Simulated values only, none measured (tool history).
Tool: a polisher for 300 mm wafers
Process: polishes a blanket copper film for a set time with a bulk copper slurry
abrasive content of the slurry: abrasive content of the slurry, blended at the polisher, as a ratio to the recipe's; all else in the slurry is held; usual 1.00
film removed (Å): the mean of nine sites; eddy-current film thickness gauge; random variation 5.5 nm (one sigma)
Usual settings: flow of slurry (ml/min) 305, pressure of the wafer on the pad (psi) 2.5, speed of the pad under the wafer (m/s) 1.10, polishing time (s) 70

run,hour,flow of slurry (ml/min),pressure of the wafer on the pad (psi),speed of the pad under the wafer (m/s),abrasive content of the slurry,polishing time (s),"incoming thickness of the incoming film, nm",film removed (Å)
1,0.0,305,2.5,1.10,1.00,70,3293.7,6152
2,14.5,305,2.5,1.10,0.75,86,3258.5,6966
3,27.1,305,2.5,1.10,0.75,86,3299.2,7031
4,41.1,305,2.5,1.10,1.10,64,3296.2,5611
5,56.9,305,2.5,1.10,1.00,70,3309.6,6120
6,65.4,305,2.5,1.10,1.00,70,3353.9,6085
# hour 69.6: worn pad replaced by a new one
7,81.2,305,2.7,1.10,1.00,70,3343.8,6309
8,93.3,265,2.5,1.00,1.10,64,3256.6,5064
9,109.5,305,3.0,1.10,1.00,85,3256.9,8224
10,123.6,305,3.2,0.90,1.10,70,3244.4,5868
11,138.9,305,2.5,1.10,1.15,70,3330.7,6263
# hour 154.9: slurry blender recalibrated
# hour 180.4: worn pad replaced by a new one
12,188.3,305,3.0,0.74,1.25,70,3301.0,4717
13,203.9,305,2.5,1.10,1.00,70,3275.0,5874
14,217.4,305,1.7,1.10,1.00,70,3286.9,4785
15,230.8,305,3.3,1.10,1.00,70,3338.5,7054
# hour 243.4: slurry nozzle cleaned
16,245.1,305,2.5,1.10,1.00,82,3293.1,7276
17,255.9,305,2.5,1.10,1.00,70,3301.6,6107
# hour 261.2: head pressure recalibrated
18,265.5,305,2.5,1.10,1.00,70,3279.8,6191
19,283.4,305,2.5,1.10,1.00,70,3319.0,6068
20,293.4,305,2.5,0.82,1.00,83,3286.8,5372
21,308.5,305,2.5,1.10,1.00,70,3347.0,6125
# hour 313.7: worn pad replaced by a new one
22,325.3,305,2.0,1.10,0.75,81,3308.9,5798
23,337.6,305,2.5,1.10,1.10,70,3276.8,6373
24,347.5,305,2.5,1.10,1.00,70,3246.5,6174
25,372.1,380,2.8,1.10,1.00,85,3282.1,8140
26,385.0,375,2.5,1.10,0.75,91,3278.8,7656
27,401.2,305,2.5,0.78,1.00,70,3269.4,4308
28,410.0,305,3.0,1.10,1.00,85,3304.5,8335
29,417.3,305,1.9,1.10,0.80,70,3291.8,5055

Forecast each of these 5 alternatives for the next run:
A,417.7,305,2.5,1.10,1.00,70,3246.1,?
B,417.7,355,2.5,1.10,1.00,70,3246.1,?
C,417.7,305,2.5,1.48,1.00,59,3246.1,?
D,417.7,200,2.5,0.84,1.20,81,3246.1,?
E,417.7,305,2.5,1.00,1.00,81,3246.1,?

run,film removed (Å)
A,6135
B,6218
C,6958
D,5375
E,6454
Without the tool's hidden state the same runs would have given:
run,film removed (Å)
A,6160
B,6239
C,6985
D,5408
E,6480

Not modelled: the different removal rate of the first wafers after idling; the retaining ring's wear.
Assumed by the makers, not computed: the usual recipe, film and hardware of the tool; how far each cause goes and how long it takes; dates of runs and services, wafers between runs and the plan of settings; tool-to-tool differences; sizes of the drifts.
